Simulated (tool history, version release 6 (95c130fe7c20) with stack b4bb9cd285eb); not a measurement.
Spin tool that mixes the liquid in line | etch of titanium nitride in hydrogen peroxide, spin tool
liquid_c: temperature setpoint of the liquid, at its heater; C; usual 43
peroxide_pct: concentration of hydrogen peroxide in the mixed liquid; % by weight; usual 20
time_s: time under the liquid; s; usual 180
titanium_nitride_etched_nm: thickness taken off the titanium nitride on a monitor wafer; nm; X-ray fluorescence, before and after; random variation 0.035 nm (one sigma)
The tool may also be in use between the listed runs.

run,hour,liquid_c,peroxide_pct,time_s,wafers since the last listed run,hours since the thermometer was replaced,hours since the peroxide flow meter was replaced,hours since the heated supply line was repaired,hours since the drum of peroxide was connected,hours since the gauge calibration,"read-back film thickness of the titanium nitride reference wafer, read on the same gauge (nm)",titanium_nitride_etched_nm
1,0,50,20,180,0,1967.3,348.4,1097.5,171.1,216.2,130.006,5.039
2,7.9,50,20,180,61,1975.2,356.3,1105.4,179,224.1,130.015,5.023
3,23.6,43,20,180,122,1990.9,372,1121.1,194.7,239.8,129.993,2.996
4,35.9,43,20,180,95,2003.2,384.3,1133.4,207,252.1,129.973,2.969
5,44.9,43,18,180,70,2012.2,393.3,1142.4,216,261.1,130.005,2.891
6,57.9,43,18,180,101,2025.2,406.3,1155.4,229,274.1,129.988,2.888
7,71.6,43,18,180,106,2038.9,420,1169.1,242.7,287.8,130.027,2.913
8,80.8,46.5,20,120,71,2048.1,429.2,1178.3,251.9,297,129.952,2.59
9,87.3,46.5,20,120,50,2054.6,435.7,1184.8,258.4,303.5,129.986,2.562
10,98.5,43,24.5,180,87,2065.8,446.9,1196,269.6,314.7,129.995,3.048
# hour 107.9: gauge calibrated
11,116.3,43,20,180,138,2083.6,464.7,1213.8,287.4,8.4,130.015,2.978
# hour 118.9: new drum of peroxide connected
# hour 124.2: thermometer replaced
12,133.4,43,25.5,80,117,9.2,481.8,1230.9,14.5,25.5,130.005,1.605
13,143.8,43,20,235,81,19.6,492.2,1241.3,24.9,35.9,130.009,4.538
14,174.9,43,20,215,242,50.7,523.3,1272.4,56,67,130.023,4.197
# hour 179: heated supply line repaired
15,189.5,34,20,95,106,65.3,537.9,10.5,70.6,81.6,130.025,0.906
16,197.7,43,20,180,63,73.5,546.1,18.7,78.8,89.8,130.015,3.376
17,206.8,43,20,180,70,82.6,555.2,27.8,87.9,98.9,130.008,3.42

Run 18 comes next. What will it give?
18,215.5,43,20,180,67,91.3,563.9,36.5,96.6,107.6,?,?

{"run 18": {"read-back film thickness of the titanium nitride reference wafer, read on the same gauge (nm)": 129.996, "titanium_nitride_etched_nm": 3.398}}
Without the tool's hidden state the same run would have given titanium_nitride_etched_nm 3.578 nm.
